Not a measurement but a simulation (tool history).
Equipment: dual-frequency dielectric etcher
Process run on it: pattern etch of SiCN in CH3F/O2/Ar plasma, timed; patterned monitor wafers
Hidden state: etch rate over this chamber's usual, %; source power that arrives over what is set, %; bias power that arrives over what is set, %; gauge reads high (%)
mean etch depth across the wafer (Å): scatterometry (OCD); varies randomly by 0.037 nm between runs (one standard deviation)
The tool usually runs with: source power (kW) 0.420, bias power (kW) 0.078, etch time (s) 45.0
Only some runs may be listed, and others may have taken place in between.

run	hour	source power (kW)	bias power (kW)	etch time (s)	wafers since the last listed run	hours since the last wet clean	hours since the last source power generator calibration	hours since the last bias power generator calibration	hours since the last upper electrode change	hours since the gauge calibration	read-back reference wafer on the same gauge, depth_nm	mean etch depth across the wafer (Å)
1	0.0	0.420	0.078	45.0	0	93.6	3704.9	2622.2	3934.2	218.5	20.51	181.0
2	40.1	0.420	0.078	45.0	686	133.7	3745.0	2662.3	3974.3	258.6	20.49	181.1
3	103.6	0.420	0.078	45.0	1087	197.2	3808.5	2725.8	4037.8	322.1	20.51	180.6
4	161.8	0.420	0.078	45.0	996	255.4	3866.7	2784.0	4096.0	380.3	20.49	181.0
5	233.0	0.420	0.065	45.0	1218	326.6	3937.9	2855.2	4167.2	451.5	20.50	169.3
6	270.7	0.420	0.065	45.0	645	364.3	3975.6	2892.9	4204.9	489.2	20.50	169.1
7	345.5	0.420	0.086	45.0	1280	439.1	4050.4	2967.7	4279.7	564.0	20.49	188.2
8	394.3	0.420	0.078	53.5	835	487.9	4099.2	3016.5	4328.5	612.8	20.51	215.2
# hour 396.3: gauge calibrated
# hour 409.6: bias power generator calibrated
# hour 462.7: upper electrode replaced, of another model than before
# hour 484.3: wet clean of the chamber
9	484.8	0.420	0.091	45.0	700	0.5	4189.7	75.2	22.1	88.5	20.52	192.7
10	494.1	0.420	0.091	45.0	159	9.8	4199.0	84.5	31.4	97.8	20.51	192.8
11	538.7	0.420	0.078	45.0	763	54.4	4243.6	129.1	76.0	142.4	20.49	177.5
12	571.7	0.420	0.078	45.0	564	87.4	4276.6	162.1	109.0	175.4	20.50	178.1
13	612.8	0.460	0.084	51.0	703	128.5	4317.7	203.2	150.1	216.5	20.51	215.1
# hour 656.8: source power generator calibrated
14	657.3	0.420	0.078	45.0	693	173.0	0.5	247.7	194.6	261.0	20.50	179.1
15	694.6	0.360	0.060	34.0	638	210.3	37.8	285.0	231.9	298.3	20.49	112.4
16	719.6	0.490	0.093	50.5	427	235.3	62.8	310.0	256.9	323.3	20.50	228.4
17	743.7	0.330	0.078	45.0	412	259.4	86.9	334.1	281.0	347.4	20.51	166.8
18	800.7	0.330	0.078	45.0	975	316.4	143.9	391.1	338.0	404.4	20.50	167.6
19	846.3	0.360	0.090	50.5	780	362.0	189.5	436.7	383.6	450.0	20.49	206.6
20	872.9	0.340	0.078	34.0	455	388.6	216.1	463.3	410.2	476.6	20.50	127.4
21	930.9	0.420	0.078	51.5	992	446.6	274.1	521.3	468.2	534.6	20.51	203.8
# hour 965.6: gauge calibrated
22	1002.6	0.390	0.069	40.5	1227	518.3	345.8	593.0	539.9	37.0	20.50	147.9
# hour 1035.1: wet clean of the chamber
23	1068.4	0.420	0.078	45.0	715	33.3	411.6	658.8	605.7	102.8	20.50	179.2
24	1112.2	0.340	0.072	45.0	749	77.1	455.4	702.6	649.5	146.6	20.51	161.4

Give the tool's hidden conditions for every run:
etch rate over this chamber's usual, %: 0 across all the runs
source power that arrives over what is set, %: 0 across all the runs
gauge reads high (%): 0 across all the runs
H1: bias power that arrives over what is set, %
run	H1
1	4.58
2	4.65
3	4.76
4	4.86
5	4.99
6	5.05
7	5.18
8	5.27
9	0.154
10	0.17
11	0.247
12	0.304
13	0.375
14	0.452
15	0.517
16	0.56
17	0.602
18	0.7
19	0.779
20	0.825
21	0.926
22	1.05
23	1.16
24	1.24

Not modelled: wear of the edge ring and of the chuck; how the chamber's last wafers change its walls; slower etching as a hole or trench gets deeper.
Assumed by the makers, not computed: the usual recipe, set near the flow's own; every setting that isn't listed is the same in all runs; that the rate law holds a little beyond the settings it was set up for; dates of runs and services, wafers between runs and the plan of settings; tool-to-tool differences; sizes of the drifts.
